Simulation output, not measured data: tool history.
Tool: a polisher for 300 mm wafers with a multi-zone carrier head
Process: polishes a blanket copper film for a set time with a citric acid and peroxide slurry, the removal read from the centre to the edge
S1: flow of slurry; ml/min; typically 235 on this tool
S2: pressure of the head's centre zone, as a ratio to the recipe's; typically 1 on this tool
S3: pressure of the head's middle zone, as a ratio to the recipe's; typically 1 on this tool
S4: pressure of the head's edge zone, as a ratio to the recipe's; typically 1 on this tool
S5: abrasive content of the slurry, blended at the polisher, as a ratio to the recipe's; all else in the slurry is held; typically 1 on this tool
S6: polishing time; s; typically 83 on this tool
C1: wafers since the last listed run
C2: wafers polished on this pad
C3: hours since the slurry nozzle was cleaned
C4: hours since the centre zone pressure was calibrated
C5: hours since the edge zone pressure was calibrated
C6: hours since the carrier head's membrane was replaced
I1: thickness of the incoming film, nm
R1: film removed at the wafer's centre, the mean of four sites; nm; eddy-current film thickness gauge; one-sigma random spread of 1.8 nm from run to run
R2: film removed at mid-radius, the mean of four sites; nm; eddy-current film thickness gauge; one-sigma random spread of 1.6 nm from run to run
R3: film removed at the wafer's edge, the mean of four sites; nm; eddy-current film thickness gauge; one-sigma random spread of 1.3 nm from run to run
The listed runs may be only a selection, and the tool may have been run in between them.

run	hour	S1	S2	S3	S4	S5	S6	C1	C2	C3	C4	C5	C6	I1	R1	R2	R3
1	0	235	1	1	1	1	83	0	1506	265.1	375.6	457.9	1474.6	1064.2	133.7	137.1	138.3
# hour 27.7: worn pad replaced by a new one
2	70.8	235	1	1	1	1	83	588	379	335.9	446.4	528.7	1545.4	1050.4	144.7	144.9	145.8
# hour 118.3: slurry nozzle cleaned
3	124.2	235	1	1	1	1	83	461	841	5.9	499.8	582.1	1598.8	1055.3	146.7	150.9	146.3
4	157.8	235	1	1	1	1	67	296	1137	39.5	533.4	615.7	1632.4	1054.7	117.1	119	117.3
5	203.9	235	1.08	1	1	1	83	406	1543	85.6	579.5	661.8	1678.5	1078.1	152	143.7	142.5
# hour 214.3: worn pad replaced by a new one
6	232.7	235	1.08	1	1	1	83	218	161	114.4	608.3	690.6	1707.3	1061.1	166	156.3	153
7	279.7	235	1	1	1	1	83	414	576	161.4	655.3	737.6	1754.3	1052.9	146.8	147.8	147.6
# hour 344.1: edge zone pressure recalibrated
# hour 419: worn pad replaced by a new one
# hour 449.4: slurry nozzle cleaned
8	452	235	1	1	1	1	83	1456	281	2.6	827.6	107.9	1926.6	1052.3	154.8	159.9	157.3
9	495.1	235	1	1	1	1	83	379	661	45.7	870.7	151	1969.7	1076.5	151.1	149.8	147.8
# hour 507.8: carrier head's membrane replaced by a new one
10	531.5	235	0.9	1.03	1	1	94	276	938	82.1	907.1	187.4	23.7	1058.4	146.2	171	162.8
11	592.4	270	1	1	0.93	0.9	83	536	1474	143	968	248.3	84.6	1042.8	141.1	140.9	134.8
# hour 623.8: worn pad replaced by a new one
12	645	160	1	1	0.93	1.3	83	428	187	195.6	1020.6	300.9	137.2	1066.6	154.2	154.8	151.7
# hour 705.8: centre zone pressure recalibrated
13	713.2	235	1	1	1.06	1	83	583	770	263.8	7.4	369.1	205.4	1070.5	141.2	144.1	147.7
# hour 749.7: slurry nozzle cleaned
14	755.6	195	1	0.96	1.04	1	93	364	1135	5.9	49.8	411.5	247.8	1066.8	161.2	158.3	164.3
15	805.1	280	0.89	1	1	1	83	436	1571	55.4	99.3	461	297.3	1046.9	130.9	145.6	144.9
# hour 822.5: worn pad replaced by a new one
16	864.1	235	1	1	1	1	67	484	366	114.4	158.3	520	356.3	1067.2	119.9	119.9	122
17	902.9	235	1	0.96	1	0.8	83	341	708	153.2	197.1	558.8	395.1	1064.7	134.4	133.5	137.2
18	935.1	235	1	1	1	1	67	283	992	185.4	229.3	591	427.3	1050.1	113.6	115.6	115.8

Below, some changes in R1 between adjacent runs. For each, the amount present without the hidden state too (settings, incoming material, random variation) and the amount remaining for the hidden state with gauge scatter not shared by both compared results:
Unlogged tool condition in this case: removal rate lost through wear of the pad, %; slurry flow missing at the pad, %; deviation of the centre zone's pressure from its setpoint, %; deviation of the edge zone's pressure from its setpoint, %.
Run 4 -> 5: S2 1 -> 1.08, S6 67 -> 83. R1 +34.9 nm: hidden state -9.6, all else +44.5.
Run 5 -> 6: worn pad replaced by a new one. R1 +14 nm: hidden state +14.7, all else -0.7.
